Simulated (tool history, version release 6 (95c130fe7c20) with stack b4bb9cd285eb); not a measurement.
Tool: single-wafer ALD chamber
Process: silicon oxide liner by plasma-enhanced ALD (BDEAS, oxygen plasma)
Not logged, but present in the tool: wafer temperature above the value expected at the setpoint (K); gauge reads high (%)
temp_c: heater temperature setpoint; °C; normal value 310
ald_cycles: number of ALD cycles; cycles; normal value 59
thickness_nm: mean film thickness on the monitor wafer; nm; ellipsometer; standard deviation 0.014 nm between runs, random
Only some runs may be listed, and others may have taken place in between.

run,hour,temp_c,ald_cycles,wafers since the last listed run,hours since the last thermocouple change,hours since the gauge calibration,"read-back reference wafer on the same gauge, thickness_nm",thickness_nm
1,0.0,310,59,0,1159.7,516.3,6.078,5.226
2,26.4,310,59,102,1186.1,542.7,6.081,5.213
3,86.0,310,59,232,1245.7,602.3,6.079,5.250
4,115.4,310,53,114,1275.1,631.7,6.079,4.718
5,174.7,310,59,230,1334.4,691.0,6.085,5.217
6,244.8,310,59,273,1404.5,761.1,6.081,5.245
7,285.4,310,59,158,1445.1,801.7,6.080,5.231
8,319.4,320,53,132,1479.1,835.7,6.079,4.636
9,352.8,320,53,130,1512.5,869.1,6.079,4.629
10,410.1,310,59,223,1569.8,926.4,6.079,5.236
11,449.7,310,59,154,1609.4,966.0,6.080,5.240
# hour 456.4: gauge calibrated
# hour 468.8: thermocouple changed; heater temperature recalibrated
12,508.2,310,59,196,39.4,51.8,6.080,5.220
13,560.2,310,66,202,91.4,103.8,6.081,5.833
14,610.6,310,59,196,141.8,154.2,6.080,5.202
15,652.6,306,66,163,183.8,196.2,6.083,5.903
16,713.9,306,62,238,245.1,257.5,6.081,5.522
17,740.0,310,55,101,271.2,283.6,6.081,4.874
18,784.4,325,55,172,315.6,328.0,6.079,4.789
19,843.6,321,48,230,374.8,387.2,6.085,4.221
20,899.9,302,66,219,431.1,443.5,6.083,5.929
21,964.1,310,59,250,495.3,507.7,6.080,5.227
22,997.1,298,59,128,528.3,540.7,6.084,5.349
23,1065.4,324,65,266,596.6,609.0,6.078,5.639
24,1233.8,317,54,655,765.0,777.4,6.083,4.749
25,1305.0,315,54,277,836.2,848.6,6.080,4.748
# hour 1362.8: gauge calibrated
26,1363.1,310,59,226,894.3,0.3,6.080,5.227

What was the tool's hidden state at every run in the log?
wafer temperature above the value expected at the setpoint (K): 0, the same for each run
gauge reads high (%): 0, the same for each run
